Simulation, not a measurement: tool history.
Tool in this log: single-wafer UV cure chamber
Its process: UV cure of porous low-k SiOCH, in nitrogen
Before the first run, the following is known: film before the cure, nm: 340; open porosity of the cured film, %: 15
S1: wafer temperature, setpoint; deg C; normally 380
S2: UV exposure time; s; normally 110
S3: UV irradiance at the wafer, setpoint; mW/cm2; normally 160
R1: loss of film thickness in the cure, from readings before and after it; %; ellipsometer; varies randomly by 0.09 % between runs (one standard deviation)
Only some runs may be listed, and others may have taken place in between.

run,hour,S1,S2,S3,R1
1,0.0,380,145,160,9.919
# hour 31.3: quartz window cleaned
2,98.8,380,145,160,9.718
3,143.0,394,110,160,8.814
4,233.2,394,110,160,8.867
5,469.3,394,110,160,8.709
6,541.4,380,110,160,8.471
7,633.5,380,110,160,8.293
# hour 663.7: quartz window cleaned
8,721.6,380,110,160,8.703
9,786.9,380,110,160,8.381
10,888.6,380,110,140,7.855
11,925.1,380,110,160,8.509
12,961.6,380,110,160,8.427
13,1056.1,380,110,160,8.330
14,1134.2,380,110,160,8.220
15,1196.0,380,110,160,8.427
16,1291.1,380,110,160,8.471
# hour 1312.3: quartz window cleaned
17,1347.1,380,110,160,8.413
18,1454.8,380,110,160,8.300
19,1548.0,380,110,160,8.364
20,1633.9,380,110,160,8.347
21,1779.1,380,110,160,8.329
22,1832.2,380,110,160,8.320
23,1871.0,392,75,183,7.654
24,1970.4,380,110,160,8.351
25,2059.9,380,155,160,9.736
# hour 2076.0: quartz window cleaned
26,2156.5,364,75,131,5.987
27,2235.3,394,75,160,7.137
28,2335.7,363,80,170,7.064
# hour 2394.0: UV bulbs replaced
29,2397.3,380,110,160,8.036
30,2459.7,398,170,121,9.042
31,2507.8,380,90,160,7.363
32,2550.4,380,110,160,8.043
33,2611.0,380,110,170,8.298
34,2688.9,380,110,160,8.102
35,2764.5,380,110,160,7.983
36,2815.9,380,85,189,7.580
# hour 2835.2: quartz window cleaned
37,3036.2,367,65,150,5.594
# hour 3082.9: UV bulbs replaced, repeated, since the last time left the tool worse
38,3130.5,380,110,160,8.905
39,3218.3,380,150,160,9.991
40,3256.6,361,110,149,8.164
41,3321.8,380,165,160,10.303
42,3424.1,380,110,160,8.465
43,3512.1,380,170,160,10.191
44,3568.9,380,110,160,8.773

List, for all runs, the conditions of the tool that the log does not record:
transmission lost against a clean window, %: 0 across all the runs
H1: lamp output below its setpoint, %
run,H1
1,3.95
2,4.81
3,5.16
4,5.81
5,7.21
6,7.56
7,7.96
8,8.3
9,8.53
10,8.85
11,8.95
12,9.05
13,9.29
14,9.47
15,9.6
16,9.77
17,9.87
18,10
19,10.2
20,10.3
21,10.4
22,10.5
23,10.5
24,10.6
25,10.6
26,10.7
27,10.7
28,10.8
29,16.1
30,16.9
31,17.4
32,17.8
33,18.4
34,19.1
35,19.7
36,20.1
37,21.4
38,0.672
39,1.62
40,2.01
41,2.62
42,3.48
43,4.13
44,4.52

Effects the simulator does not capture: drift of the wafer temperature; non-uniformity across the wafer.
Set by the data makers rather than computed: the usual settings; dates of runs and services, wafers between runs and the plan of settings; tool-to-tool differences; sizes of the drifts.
